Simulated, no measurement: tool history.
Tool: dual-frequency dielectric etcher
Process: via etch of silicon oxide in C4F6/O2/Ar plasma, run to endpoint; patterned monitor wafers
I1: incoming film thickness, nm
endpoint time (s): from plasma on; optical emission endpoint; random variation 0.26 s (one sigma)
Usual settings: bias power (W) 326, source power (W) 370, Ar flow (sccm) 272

Run 1, day 0: usual settings; I1 130.1. Result: endpoint time (s) 35.8.
Run 2, day 1.492: usual settings; I1 130.2. Result: endpoint time (s) 35.9.
Run 3, day 2.175: usual settings; I1 129.8. Result: endpoint time (s) 35.7.
Run 4, day 3.508: usual settings; I1 131.2. Result: endpoint time (s) 35.8.
Run 5, day 4.412: usual settings; I1 131.1. Result: endpoint time (s) 35.9.
Run 6, day 5.604: usual settings; I1 130.9. Result: endpoint time (s) 36.6.
Run 7, day 6.6: usual settings but source power (W) 330; I1 131.3. Result: endpoint time (s) 37.4.
Run 8, day 7.412: usual settings but source power (W) 330; I1 130.1. Result: endpoint time (s) 36.8.
Run 9, day 8.079: usual settings but source power (W) 330; I1 130.2. Result: endpoint time (s) 37.
Run 10, day 8.933: usual settings; I1 129.1. Result: endpoint time (s) 35.5.
Run 11, day 9.492: usual settings; I1 130.1. Result: endpoint time (s) 35.6.
Run 12, day 10.212: usual settings; I1 131.4. Result: endpoint time (s) 35.7.
Run 13, day 11.458: usual settings; I1 130.1. Result: endpoint time (s) 36.
Run 14, day 12.962: usual settings but bias power (W) 384; I1 130.1. Result: endpoint time (s) 34.5.
Run 15, day 14.225: usual settings but Ar flow (sccm) 291; I1 129.5. Result: endpoint time (s) 35.8.
Run 16, day 15.004: usual settings; I1 131.8. Result: endpoint time (s) 36.5.
Run 17, day 15.883: usual settings but bias power (W) 258, Ar flow (sccm) 232; I1 129.6. Result: endpoint time (s) 37.
Run 18, day 19.538: usual settings; I1 130.4. Result: endpoint time (s) 35.9.
Run 19, day 20.912: usual settings but bias power (W) 266, source power (W) 430; I1 131.2. Result: endpoint time (s) 36.7.
Run 20, day 22.133: usual settings but bias power (W) 254, Ar flow (sccm) 245; I1 130.2. Result: endpoint time (s) 38.1.
Run 21, day 23.483: usual settings; I1 129.4. Result: endpoint time (s) 36.
Run 22, day 24.008: usual settings but source power (W) 410; I1 131. Result: endpoint time (s) 35.5.
Run 23, day 25.462: usual settings but bias power (W) 286; I1 131. Result: endpoint time (s) 36.9.
Run 24, day 27.579: usual settings but bias power (W) 257, source power (W) 320, Ar flow (sccm) 324; I1 130.6. Result: endpoint time (s) 39.7.
Run 25, day 28.167: usual settings but Ar flow (sccm) 226; I1 130.7. Result: endpoint time (s) 35.2.
Run 26, day 28.946: usual settings but bias power (W) 367; I1 129.6. Result: endpoint time (s) 34.6.
Run 27, day 29.575: usual settings but bias power (W) 387, source power (W) 340, Ar flow (sccm) 321; I1 131.5. Result: endpoint time (s) 35.7.
Run 28, day 30.808: usual settings but bias power (W) 305, Ar flow (sccm) 305; I1 131.5. Result: endpoint time (s) 36.9.
Run 29, day 31.879: usual settings but bias power (W) 288, Ar flow (sccm) 211; I1 130.7. Result: endpoint time (s) 36.2.

Taken out of this log: 6 entries between the listed runs. Where each belongs, and how the hidden state differs across it:
Between runs 10 and 11: bias power generator calibrated (day 9.162); Ar flow controller replaced (day 9.471)
  no hidden state differs between the two runs
Between runs 13 and 14: wet clean of the chamber (day 12.942)
  no hidden state differs between the two runs
Between runs 14 and 15: upper electrode replaced (day 14.204)
  no hidden state differs between the two runs
Between runs 17 and 18: source power generator calibrated (day 17.988)
  no hidden state differs between the two runs
Between runs 23 and 24: wet clean of the chamber (day 27.558)
  no hidden state differs between the two runs

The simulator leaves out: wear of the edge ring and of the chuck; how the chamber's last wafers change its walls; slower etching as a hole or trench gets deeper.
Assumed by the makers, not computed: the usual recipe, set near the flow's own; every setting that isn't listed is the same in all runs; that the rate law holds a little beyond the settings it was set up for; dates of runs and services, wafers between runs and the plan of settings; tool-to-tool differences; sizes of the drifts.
